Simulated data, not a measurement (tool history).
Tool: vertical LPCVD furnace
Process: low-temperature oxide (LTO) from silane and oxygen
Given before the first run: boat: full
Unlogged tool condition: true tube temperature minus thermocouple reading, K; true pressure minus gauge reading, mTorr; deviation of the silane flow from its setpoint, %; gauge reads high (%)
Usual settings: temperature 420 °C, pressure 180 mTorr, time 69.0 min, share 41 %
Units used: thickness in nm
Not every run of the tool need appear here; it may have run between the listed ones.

run	day	temperature	pressure	time	share	wafers since the last listed run	hours since the last temperature calibration	hours since the pressure gauge was zeroed	hours since the silane flow controller was replaced	hours since the gauge calibration	read-back reference wafer on the same gauge, thickness	thickness
1	0.000	420	180	69.0	41	0	4477.7	4049.8	3276.1	426.4	678.10	726.87
2	3.242	420	180	69.0	41	1388	4555.5	4127.6	3353.9	504.2	677.53	724.05
3	6.221	420	180	69.0	41	1276	4627.0	4199.1	3425.4	575.7	677.89	725.75
4	7.938	420	180	69.0	41	735	4668.2	4240.3	3466.6	616.9	678.33	721.71
5	11.975	420	180	69.0	41	1729	4765.1	4337.2	3563.5	713.8	677.88	723.49
6	25.283	420	180	69.0	41	5701	5084.5	4656.6	3882.9	1033.2	678.41	716.25
# day 27.733: thermocouples replaced and temperature profile calibrated
7	27.754	420	180	69.0	41	630	0.5	4715.9	3942.2	1092.5	678.45	688.93
8	29.508	420	180	69.0	41	751	42.6	4758.0	3984.3	1134.6	677.67	689.60
# day 32.808: gauge calibrated
9	33.108	420	180	69.0	41	1542	129.0	4844.4	4070.7	7.2	678.34	691.00
10	34.650	420	180	69.0	41	660	166.0	4881.4	4107.7	44.2	678.15	691.14
11	38.525	420	180	69.0	41	1660	259.0	4974.4	4200.7	137.2	678.32	686.77
# day 40.529: silane flow controller replaced
12	41.667	431	180	69.0	49	917	334.4	5049.8	27.3	212.6	678.02	956.35
# day 43.262: pressure gauge zeroed
13	44.892	411	180	52.5	41	953	411.8	39.1	104.7	290.0	677.89	507.07
14	48.421	420	180	69.0	41	1511	496.5	123.8	189.4	374.7	677.52	730.44
15	50.442	420	220	77.0	41	865	545.0	172.3	237.9	423.2	678.47	993.71
16	52.221	413	135	83.5	49	762	587.7	215.0	280.6	465.9	677.41	732.33
17	54.171	410	180	58.5	37	835	634.5	261.8	327.4	512.7	677.90	493.97
18	57.929	420	180	69.0	41	1610	724.7	352.0	417.6	602.9	677.99	731.39
19	62.012	416	180	69.0	34	1749	822.7	450.0	515.6	700.9	677.59	561.97
20	66.133	420	180	61.5	41	1765	921.6	548.9	614.5	799.8	677.87	650.96

5 options for the next run, each taken on its own from the tool as it stands now. Forecast them:
A	66.308	416	180	69.0	41	74	925.8	553.1	618.7	804.0	?	?
B	66.308	420	220	69.0	41	74	925.8	553.1	618.7	804.0	?	?
C	66.308	413	190	61.0	41	74	925.8	553.1	618.7	804.0	?	?
D	66.308	420	150	46.0	41	74	925.8	553.1	618.7	804.0	?	?
E	66.308	426	180	78.0	41	74	925.8	553.1	618.7	804.0	?	?

run	read-back reference wafer on the same gauge, thickness	thickness
A	678.01	701.66
B	678.01	892.99
C	678.01	634.94
D	678.01	405.91
E	678.01	876.60
Without the tool's hidden state the same runs would have given:
run	thickness
A	686.62
B	874.15
C	621.17
D	397.34
E	858.52
